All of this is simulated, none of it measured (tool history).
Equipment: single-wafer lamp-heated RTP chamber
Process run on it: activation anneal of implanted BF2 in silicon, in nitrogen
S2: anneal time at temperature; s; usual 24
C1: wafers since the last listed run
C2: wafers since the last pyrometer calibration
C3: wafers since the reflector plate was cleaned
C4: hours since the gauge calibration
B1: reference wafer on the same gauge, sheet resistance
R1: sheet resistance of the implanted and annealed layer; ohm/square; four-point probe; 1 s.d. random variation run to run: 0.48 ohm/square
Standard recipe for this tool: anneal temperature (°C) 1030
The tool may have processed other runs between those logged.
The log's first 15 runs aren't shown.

{"run": 16, "hour": 782.8, "anneal temperature (°C)": 1012, "S2": 34, "C1": 622, "C2": 2275, "C3": 2984, "C4": 2499.9, "B1": 278.93, "R1": 321.84}
{"run": 17, "hour": 848.6, "anneal temperature (°C)": 1030, "S2": 24, "C1": 843, "C2": 3119, "C3": 3828, "C4": 2565.7, "B1": 278.91, "R1": 322.02}
{"run": 18, "hour": 905.7, "anneal temperature (°C)": 1049, "S2": 14, "C1": 731, "C2": 3850, "C3": 4559, "C4": 2622.8, "B1": 279.02, "R1": 323.61}
{"run": 19, "hour": 949.3, "anneal temperature (°C)": 1055, "S2": 17, "C1": 558, "C2": 4409, "C3": 5118, "C4": 2666.4, "B1": 278.9, "R1": 321.39}
{"run": 20, "hour": 1009.2, "anneal temperature (°C)": 1001, "S2": 36, "C1": 767, "C2": 5177, "C3": 5886, "C4": 2726.3, "B1": 279.2, "R1": 322.76}
{"hour": 1048.3, "done": "gauge calibrated"}
{"hour": 1070.4, "done": "pyrometer window cleaned and pyrometer calibrated"}
{"run": 21, "hour": 1071.6, "anneal temperature (°C)": 1030, "S2": 24, "C1": 697, "C2": 15, "C3": 6583, "C4": 23.3, "B1": 279.0, "R1": 322.05}
{"run": 22, "hour": 1104.8, "anneal temperature (°C)": 1030, "S2": 24, "C1": 425, "C2": 441, "C3": 7009, "C4": 56.5, "B1": 279.05, "R1": 321.97}
{"run": 23, "hour": 1167.0, "anneal temperature (°C)": 1030, "S2": 24, "C1": 797, "C2": 1238, "C3": 7806, "C4": 118.7, "B1": 279.1, "R1": 322.59}
{"run": 24, "hour": 1204.7, "anneal temperature (°C)": 1030, "S2": 24, "C1": 483, "C2": 1721, "C3": 8289, "C4": 156.4, "B1": 278.92, "R1": 322.18}
{"run": 25, "hour": 1241.1, "anneal temperature (°C)": 1030, "S2": 24, "C1": 466, "C2": 2187, "C3": 8755, "C4": 192.8, "B1": 278.85, "R1": 322.68}
{"run": 26, "hour": 1270.0, "anneal temperature (°C)": 1040, "S2": 15, "C1": 370, "C2": 2558, "C3": 9126, "C4": 221.7, "B1": 279.12, "R1": 324.2}
{"hour": 1307.8, "done": "reflector plate cleaned"}
{"run": 27, "hour": 1383.3, "anneal temperature (°C)": 1030, "S2": 24, "C1": 1349, "C2": 3907, "C3": 967, "C4": 335.0, "B1": 278.99, "R1": 322.22}
{"run": 28, "hour": 1418.9, "anneal temperature (°C)": 1046, "S2": 24, "C1": 456, "C2": 4363, "C3": 1423, "C4": 370.6, "B1": 279.25, "R1": 319.21}
{"run": 29, "hour": 1485.2, "anneal temperature (°C)": 1006, "S2": 19, "C1": 849, "C2": 5213, "C3": 2273, "C4": 436.9, "B1": 279.12, "R1": 326.0}
{"run": 30, "hour": 1530.5, "anneal temperature (°C)": 1030, "S2": 24, "C1": 580, "C2": 5794, "C3": 2854, "C4": 482.2, "B1": 278.97, "R1": 322.41}
{"hour": 1554.6, "done": "pyrometer window cleaned and pyrometer calibrated"}
{"run": 31, "hour": 1578.2, "anneal temperature (°C)": 1046, "S2": 19, "C1": 508, "C2": 301, "C3": 3362, "C4": 529.9, "B1": 279.0, "R1": 321.72}
{"run": 32, "hour": 1606.1, "anneal temperature (°C)": 1030, "S2": 24, "C1": 357, "C2": 659, "C3": 3720, "C4": 557.8, "B1": 279.04, "R1": 322.44}
{"run": 33, "hour": 1656.3, "anneal temperature (°C)": 1009, "S2": 38, "C1": 643, "C2": 1302, "C3": 4363, "C4": 608.0, "B1": 279.08, "R1": 322.36}
{"run": 34, "hour": 1714.1, "anneal temperature (°C)": 1045, "S2": 24, "C1": 740, "C2": 2043, "C3": 5104, "C4": 665.8, "B1": 278.96, "R1": 319.67}
{"run": 35, "hour": 1777.2, "anneal temperature (°C)": 1008, "S2": 38, "C1": 808, "C2": 2852, "C3": 5913, "C4": 728.9, "B1": 278.96, "R1": 322.01}

Run 36, settings as shown, results not yet in. Your forecast:
{"run": 36, "hour": 1836.6, "anneal temperature (°C)": 1030, "S2": 38, "C1": 761, "C2": 3613, "C3": 6674, "C4": 788.3, "B1": "?", "R1": "?"}

{"run 36": {"B1": 279.05, "R1": 319.25}}
Take away the tool's hidden state, keep the run-to-run variation as it was, and the same run would have given R1 319.25 ohm/square.
